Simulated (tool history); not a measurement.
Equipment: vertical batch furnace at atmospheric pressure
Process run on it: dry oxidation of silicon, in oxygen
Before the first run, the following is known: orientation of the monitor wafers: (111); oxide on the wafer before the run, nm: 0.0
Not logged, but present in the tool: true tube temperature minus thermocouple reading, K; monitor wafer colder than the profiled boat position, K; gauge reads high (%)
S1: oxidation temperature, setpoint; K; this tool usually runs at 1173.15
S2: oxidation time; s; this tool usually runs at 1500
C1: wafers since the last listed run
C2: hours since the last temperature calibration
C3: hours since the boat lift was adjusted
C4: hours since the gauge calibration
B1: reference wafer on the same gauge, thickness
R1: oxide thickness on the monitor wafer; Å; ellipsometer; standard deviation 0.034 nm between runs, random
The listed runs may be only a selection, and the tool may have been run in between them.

run	hour	S1	S2	C1	C2	C3	C4	B1	R1
1	0	1182.15	1500	0	2820.2	3447.4	35.8	12.19	166.2
2	12.3	1173.15	1500	205	2832.5	3459.7	48.1	12.21	151.2
3	24.7	1173.15	1500	207	2844.9	3472.1	60.5	12.2	151.1
4	39.1	1173.15	1500	240	2859.3	3486.5	74.9	12.19	150.8
5	87.7	1164.15	1500	811	2907.9	3535.1	123.5	12.2	137
# hour 113.4: thermocouples replaced and temperature profile calibrated
6	113.9	1173.15	1500	36	0.5	3561.3	149.7	12.21	150.9
7	119.4	1173.15	1500	91	6	3566.8	155.2	12.2	150.7
# hour 138.4: gauge calibrated
# hour 146.3: boat lift adjusted
8	146.8	1173.15	1500	56	33.4	0.5	8.4	12.19	150.3
9	151.2	1173.15	1500	73	37.8	4.9	12.8	12.2	151.6
10	155.6	1187.15	1500	73	42.2	9.3	17.2	12.2	174.2
11	161.3	1173.15	900	95	47.9	15	22.9	12.19	105.2
12	172.4	1190.15	810	185	59	26.1	34	12.19	116.8
13	179.6	1193.15	1110	120	66.2	33.3	41.2	12.2	150.8
14	185.9	1196.15	1080	105	72.5	39.6	47.5	12.2	151.8
15	193.8	1173.15	1710	131	80.4	47.5	55.4	12.2	165.8

4 ways to go on from here, each from the tool as it stands after run 15. What would each give?
A	198.3	1173.15	1500	75	84.9	52	59.9	?	?
B	198.3	1149.15	2190	75	84.9	52	59.9	?	?
C	198.3	1190.15	1170	75	84.9	52	59.9	?	?
D	198.3	1154.15	1740	75	84.9	52	59.9	?	?

run	B1	R1
A	12.2	151
B	12.2	152.3
C	12.2	151.4
D	12.2	136.6
What these runs would have given with no unlogged condition in the tool:
run	R1
A	151
B	152.3
C	151.4
D	136.6

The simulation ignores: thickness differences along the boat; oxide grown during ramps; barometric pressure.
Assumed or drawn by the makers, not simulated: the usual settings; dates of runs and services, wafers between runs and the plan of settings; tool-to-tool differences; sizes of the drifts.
